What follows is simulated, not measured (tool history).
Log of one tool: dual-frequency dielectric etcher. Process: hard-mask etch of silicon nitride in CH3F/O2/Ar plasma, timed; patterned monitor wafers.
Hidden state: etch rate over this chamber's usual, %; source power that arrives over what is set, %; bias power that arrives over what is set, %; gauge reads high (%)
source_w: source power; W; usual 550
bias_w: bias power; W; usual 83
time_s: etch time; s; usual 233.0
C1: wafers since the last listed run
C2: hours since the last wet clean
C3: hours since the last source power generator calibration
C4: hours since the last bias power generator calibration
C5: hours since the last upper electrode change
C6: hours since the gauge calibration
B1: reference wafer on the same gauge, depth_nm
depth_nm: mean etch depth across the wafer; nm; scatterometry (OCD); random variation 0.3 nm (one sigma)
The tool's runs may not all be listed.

run 1 hour=0.0 | source_w=550 bias_w=68 time_s=233.0 | C1=0 C2=224.5 C3=3843.9 C4=3551.7 C5=1895.6 C6=296.3 | B1=193.0 | depth_nm=165.9
run 2 hour=35.0 | source_w=550 bias_w=83 time_s=233.0 | C1=139 C2=259.5 C3=3878.9 C4=3586.7 C5=1930.6 C6=331.3 | B1=192.9 | depth_nm=178.5
run 3 hour=58.3 | source_w=620 bias_w=83 time_s=210.0 | C1=92 C2=282.8 C3=3902.2 C4=3610.0 C5=1953.9 C6=354.6 | B1=193.0 | depth_nm=172.1
run 4 hour=85.7 | source_w=550 bias_w=83 time_s=233.0 | C1=109 C2=310.2 C3=3929.6 C4=3637.4 C5=1981.3 C6=382.0 | B1=193.0 | depth_nm=178.3
run 5 hour=100.4 | source_w=550 bias_w=83 time_s=233.0 | C1=58 C2=324.9 C3=3944.3 C4=3652.1 C5=1996.0 C6=396.7 | B1=193.0 | depth_nm=178.0
run 6 hour=124.3 | source_w=470 bias_w=83 time_s=233.0 | C1=95 C2=348.8 C3=3968.2 C4=3676.0 C5=2019.9 C6=420.6 | B1=193.1 | depth_nm=161.1
-- hour=153.0 source power generator calibrated
run 7 hour=158.0 | source_w=550 bias_w=83 time_s=275.5 | C1=118 C2=382.5 C3=5.0 C4=3709.7 C5=2053.6 C6=454.3 | B1=193.0 | depth_nm=216.2
run 8 hour=185.6 | source_w=550 bias_w=83 time_s=275.5 | C1=109 C2=410.1 C3=32.6 C4=3737.3 C5=2081.2 C6=481.9 | B1=193.0 | depth_nm=216.4
run 9 hour=213.6 | source_w=550 bias_w=83 time_s=275.5 | C1=111 C2=438.1 C3=60.6 C4=3765.3 C5=2109.2 C6=509.9 | B1=193.1 | depth_nm=216.6
run 10 hour=236.0 | source_w=550 bias_w=83 time_s=213.0 | C1=89 C2=460.5 C3=83.0 C4=3787.7 C5=2131.6 C6=532.3 | B1=193.0 | depth_nm=167.1
-- hour=236.8 gauge calibrated
-- hour=253.1 bias power generator calibrated
-- hour=267.1 upper electrode replaced
run 11 hour=267.6 | source_w=550 bias_w=63 time_s=233.0 | C1=54 C2=492.1 C3=114.6 C4=14.5 C5=0.5 C6=30.8 | B1=192.9 | depth_nm=163.7
run 12 hour=282.5 | source_w=590 bias_w=66 time_s=233.0 | C1=59 C2=507.0 C3=129.5 C4=29.4 C5=15.4 C6=45.7 | B1=193.0 | depth_nm=173.8
run 13 hour=324.0 | source_w=550 bias_w=94 time_s=269.0 | C1=165 C2=548.5 C3=171.0 C4=70.9 C5=56.9 C6=87.2 | B1=193.0 | depth_nm=220.5
-- hour=368.3 wet clean of the chamber
run 14 hour=368.8 | source_w=620 bias_w=73 time_s=290.5 | C1=82 C2=0.5 C3=215.8 C4=115.7 C5=101.7 C6=132.0 | B1=193.1 | depth_nm=234.1
run 15 hour=375.2 | source_w=550 bias_w=83 time_s=198.5 | C1=25 C2=6.9 C3=222.2 C4=122.1 C5=108.1 C6=138.4 | B1=192.9 | depth_nm=156.7
run 16 hour=400.5 | source_w=550 bias_w=83 time_s=233.0 | C1=100 C2=32.2 C3=247.5 C4=147.4 C5=133.4 C6=163.7 | B1=193.0 | depth_nm=183.6
run 17 hour=417.3 | source_w=670 bias_w=70 time_s=203.5 | C1=66 C2=49.0 C3=264.3 C4=164.2 C5=150.2 C6=180.5 | B1=193.1 | depth_nm=168.4
run 18 hour=449.4 | source_w=550 bias_w=83 time_s=178.0 | C1=127 C2=81.1 C3=296.4 C4=196.3 C5=182.3 C6=212.6 | B1=193.0 | depth_nm=140.4
run 19 hour=478.9 | source_w=550 bias_w=83 time_s=287.0 | C1=117 C2=110.6 C3=325.9 C4=225.8 C5=211.8 C6=242.1 | B1=193.0 | depth_nm=225.4
run 20 hour=511.0 | source_w=550 bias_w=83 time_s=233.0 | C1=127 C2=142.7 C3=358.0 C4=257.9 C5=243.9 C6=274.2 | B1=193.0 | depth_nm=182.9
run 21 hour=529.0 | source_w=490 bias_w=68 time_s=185.0 | C1=71 C2=160.7 C3=376.0 C4=275.9 C5=261.9 C6=292.2 | B1=193.0 | depth_nm=124.6
run 22 hour=547.7 | source_w=630 bias_w=72 time_s=272.5 | C1=74 C2=179.4 C3=394.7 C4=294.6 C5=280.6 C6=310.9 | B1=192.9 | depth_nm=219.1
run 23 hour=579.6 | source_w=550 bias_w=74 time_s=233.0 | C1=127 C2=211.3 C3=426.6 C4=326.5 C5=312.5 C6=342.8 | B1=193.0 | depth_nm=174.4
run 24 hour=594.9 | source_w=550 bias_w=83 time_s=233.0 | C1=60 C2=226.6 C3=441.9 C4=341.8 C5=327.8 C6=358.1 | B1=193.0 | depth_nm=182.6
run 25 hour=628.2 | source_w=490 bias_w=83 time_s=215.0 | C1=132 C2=259.9 C3=475.2 C4=375.1 C5=361.1 C6=391.4 | B1=193.0 | depth_nm=156.4
run 26 hour=653.0 | source_w=550 bias_w=83 time_s=184.0 | C1=98 C2=284.7 C3=500.0 C4=399.9 C5=385.9 C6=416.2 | B1=193.1 | depth_nm=143.6
run 27 hour=684.8 | source_w=550 bias_w=83 time_s=233.0 | C1=126 C2=316.5 C3=531.8 C4=431.7 C5=417.7 C6=448.0 | B1=193.0 | depth_nm=181.8
run 28 hour=714.4 | source_w=470 bias_w=83 time_s=256.0 | C1=117 C2=346.1 C3=561.4 C4=461.3 C5=447.3 C6=477.6 | B1=193.0 | depth_nm=180.9
run 29 hour=729.8 | source_w=590 bias_w=66 time_s=233.0 | C1=61 C2=361.5 C3=576.8 C4=476.7 C5=462.7 C6=493.0 | B1=192.9 | depth_nm=173.1
run 30 hour=754.1 | source_w=640 bias_w=64 time_s=233.0 | C1=96 C2=385.8 C3=601.1 C4=501.0 C5=487.0 C6=517.3 | B1=193.0 | depth_nm=179.0
run 31 hour=771.8 | source_w=430 bias_w=63 time_s=298.5 | C1=70 C2=403.5 C3=618.8 C4=518.7 C5=504.7 C6=535.0 | B1=193.0 | depth_nm=176.2

3 ways to go on from here, each from the tool as it stands after run 31. What would each give?
run A hour=772.3 | source_w=550 bias_w=83 time_s=233.0 | C1=1 C2=404.0 C3=619.3 C4=519.2 C5=505.2 C6=535.5 | B1=? | depth_nm=?
run B hour=772.3 | source_w=660 bias_w=83 time_s=270.5 | C1=1 C2=404.0 C3=619.3 C4=519.2 C5=505.2 C6=535.5 | B1=? | depth_nm=?
run C hour=772.3 | source_w=460 bias_w=64 time_s=233.0 | C1=1 C2=404.0 C3=619.3 C4=519.2 C5=505.2 C6=535.5 | B1=? | depth_nm=?

run=A B1=192.9 depth_nm=180.6
run=B B1=192.9 depth_nm=232.9
run=C B1=192.9 depth_nm=145.2
Without the tool's hidden state the same runs would have given:
run=A depth_nm=185.3
run=B depth_nm=239.1
run=C depth_nm=149.1
